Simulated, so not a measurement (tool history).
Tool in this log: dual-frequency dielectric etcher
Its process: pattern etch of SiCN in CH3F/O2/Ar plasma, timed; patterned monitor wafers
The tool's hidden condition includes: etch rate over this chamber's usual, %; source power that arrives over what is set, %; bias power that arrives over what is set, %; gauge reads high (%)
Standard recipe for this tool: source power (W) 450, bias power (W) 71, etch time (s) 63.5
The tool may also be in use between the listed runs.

run,day,source power (W),bias power (W),etch time (s),wafers since the last listed run,hours since the last wet clean,hours since the last source power generator calibration,hours since the last bias power generator calibration,hours since the last upper electrode change,hours since the gauge calibration,"read-back reference wafer on the same gauge, depth_nm",mean etch depth across the wafer (angstrom)
1,0.000,410,71,63.5,0,452.1,5223.4,1616.4,1987.2,236.5,22.81,242.1
2,0.583,450,78,63.5,105,466.1,5237.4,1630.4,2001.2,250.5,22.81,266.8
# day 2.112: wet clean of the chamber
3,2.133,450,78,63.5,99,0.5,5274.6,1667.6,2038.4,287.7,22.78,259.2
4,2.504,450,78,63.5,67,9.4,5283.5,1676.5,2047.3,296.6,22.82,257.7
5,3.433,450,59,63.5,168,31.7,5305.8,1698.8,2069.6,318.9,22.80,220.5
6,4.042,450,71,63.5,110,46.3,5320.4,1713.4,2084.2,333.5,22.82,245.5
7,5.312,450,71,63.5,230,76.8,5350.9,1743.9,2114.7,364.0,22.77,245.3
8,5.988,450,71,63.5,122,93.0,5367.1,1760.1,2130.9,380.2,22.80,248.3
9,8.721,450,71,63.5,495,158.6,5432.7,1825.7,2196.5,445.8,22.78,246.7
# day 9.517: source power generator calibrated
10,9.688,450,71,63.5,145,181.8,4.1,1848.9,2219.7,469.0,22.79,249.1
11,10.958,450,71,63.5,230,212.3,34.6,1879.4,2250.2,499.5,22.79,249.4
12,11.979,450,71,63.5,185,236.8,59.1,1903.9,2274.7,524.0,22.80,249.7
13,12.962,450,71,63.5,178,260.4,82.7,1927.5,2298.3,547.6,22.81,249.1
14,13.750,450,71,63.5,142,279.3,101.6,1946.4,2317.2,566.5,22.78,250.6
15,14.917,450,71,63.5,211,307.3,129.6,1974.4,2345.2,594.5,22.80,251.5
16,15.900,380,62,63.5,178,330.9,153.2,1998.0,2368.8,618.1,22.82,212.3
# day 16.604: gauge calibrated
17,17.292,350,63,46.5,252,364.3,186.6,2031.4,2402.2,16.5,22.81,149.2
# day 18.362: bias power generator calibrated
18,18.383,450,71,63.5,167,390.5,212.8,0.5,2428.4,42.7,22.82,252.6
19,18.846,560,65,63.5,83,401.6,223.9,11.6,2439.5,53.8,22.82,268.6
20,19.425,450,71,63.5,105,415.5,237.8,25.5,2453.4,67.7,22.80,250.8
21,20.917,350,71,63.5,270,451.3,273.6,61.3,2489.2,103.5,22.81,221.6
22,21.892,450,71,63.5,176,474.7,297.0,84.7,2512.6,126.9,22.81,252.6
23,23.350,550,63,69.5,264,509.7,332.0,119.7,2547.6,161.9,22.78,288.0
# day 24.429: wet clean of the chamber
# day 24.621: upper electrode replaced
24,24.817,350,63,46.5,49,9.3,367.2,154.9,4.7,197.1,22.81,146.9
25,25.733,520,80,45.5,166,31.3,389.2,176.9,26.7,219.1,22.80,203.2
26,27.325,450,54,63.5,288,69.5,427.4,215.1,64.9,257.3,22.80,212.6
27,28.696,450,76,63.5,248,102.4,460.3,248.0,97.8,290.2,22.78,258.0
28,29.842,550,71,50.5,207,129.9,487.8,275.5,125.3,317.7,22.81,220.8
29,30.746,490,71,75.5,164,151.6,509.5,297.2,147.0,339.4,22.81,309.0
30,31.271,370,64,79.5,95,164.2,522.1,309.8,159.6,352.0,22.78,265.4

Below, some changes in mean etch depth across the wafer (angstrom) between adjacent runs. For each, the amount present without the hidden state too (settings, incoming material, random variation) and the amount remaining for the hidden state with gauge scatter not shared by both compared results:
Run 2 -> 3: wet clean of the chamber. mean etch depth across the wafer (angstrom) -7.6: hidden state -9.3, all else +1.7.
Run 17 -> 18: source power (W) 350 -> 450, bias power (W) 63 -> 71, etch time (s) 46.5 -> 63.5, bias power generator calibrated. mean etch depth across the wafer (angstrom) +103.4: hidden state +2.1, all else +101.3.
Run 23 -> 24: source power (W) 550 -> 350, etch time (s) 69.5 -> 46.5, wet clean of the chamber, upper electrode replaced. mean etch depth across the wafer (angstrom) -141.1: hidden state -6.7, all else -134.4.
Run 28 -> 29: source power (W) 550 -> 490, etch time (s) 50.5 -> 75.5. mean etch depth across the wafer (angstrom) +88.2: hidden state +1.3, all else +86.9.

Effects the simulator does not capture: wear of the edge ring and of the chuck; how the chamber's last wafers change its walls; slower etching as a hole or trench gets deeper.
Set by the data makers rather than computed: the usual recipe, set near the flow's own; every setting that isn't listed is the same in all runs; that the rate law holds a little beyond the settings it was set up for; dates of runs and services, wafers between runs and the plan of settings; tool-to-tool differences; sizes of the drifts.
